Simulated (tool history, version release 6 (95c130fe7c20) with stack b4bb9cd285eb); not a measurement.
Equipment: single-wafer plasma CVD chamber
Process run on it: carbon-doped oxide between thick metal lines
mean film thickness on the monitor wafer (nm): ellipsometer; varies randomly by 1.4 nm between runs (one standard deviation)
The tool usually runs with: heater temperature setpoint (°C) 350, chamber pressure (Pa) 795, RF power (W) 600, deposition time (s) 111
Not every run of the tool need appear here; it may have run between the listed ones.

run	day	heater temperature setpoint (°C)	chamber pressure (Pa)	RF power (W)	deposition time (s)	read-back reference wafer on the same gauge, thickness_nm	mean film thickness on the monitor wafer (nm)
1	0.000	359	795	530	111	626.977	565.088
2	0.538	359	795	530	111	627.066	561.313
3	0.983	350	795	600	111	626.778	616.166
4	2.596	350	795	600	111	627.088	616.310
5	3.004	350	795	600	111	627.056	612.730
6	3.388	350	707	600	111	626.813	601.546
7	3.879	343	795	600	111	626.833	625.793
8	4.521	350	795	510	111	626.816	565.648
9	5.050	350	795	510	111	626.970	563.039
10	6.033	350	795	510	111	626.815	563.965
11	6.458	350	795	600	111	626.887	611.566
12	6.888	350	919	600	111	626.886	622.851
13	7.425	350	919	600	111	626.733	620.371
14	7.983	350	845	635	126	627.268	756.805
15	8.238	350	795	600	111	627.045	644.653
16	8.538	350	671	500	111	626.853	569.590
17	9.367	344	863	600	132	626.924	787.165
18	9.708	350	795	720	117	627.160	742.748
19	9.979	350	913	600	105	626.694	616.839
20	10.696	350	795	600	111	626.798	642.973
21	11.767	360	795	600	111	627.022	624.204
22	12.504	350	944	600	98	626.861	579.161
23	13.133	350	928	600	111	626.976	656.260
24	13.571	350	919	600	111	627.145	653.339
25	14.262	337	795	600	111	627.072	666.981
26	14.567	350	901	600	111	626.955	651.127
27	15.117	346	795	600	93	626.995	543.925

Put back what was entered between runs (5 entries, withheld): which listed runs does each sit between, and how does the hidden state differ from the listed run before to the listed run after?
Logged between run 8 and run 9: capacitance manometer re-zeroed and calibrated (day 5.029)
  delivered RF power above the setpoint (%): -9.61 -> -9.68
  measured value less the no-hidden-state value, mean film thickness on the monitor wafer (nm): -29.791 -> -29.887
Logged between run 9 and run 10: showerhead replaced (day 5.471); gauge calibrated (day 5.488)
  delivered RF power above the setpoint (%): -9.68 -> -9.81
  measured value less the no-hidden-state value, mean film thickness on the monitor wafer (nm): -29.887 -> -30.368
Logged between run 13 and run 14: RF generator calibrated (day 7.962)
  delivered RF power above the setpoint (%): -9.99 -> -0.138
  measured value less the no-hidden-state value, mean film thickness on the monitor wafer (nm): -32.690 -> -0.516
Logged between run 20 and run 21: thermocouple changed; heater temperature recalibrated (day 11.050)
  delivered RF power above the setpoint (%): -0.494 -> -0.634
  measured value less the no-hidden-state value, mean film thickness on the monitor wafer (nm): -1.568 -> -1.958
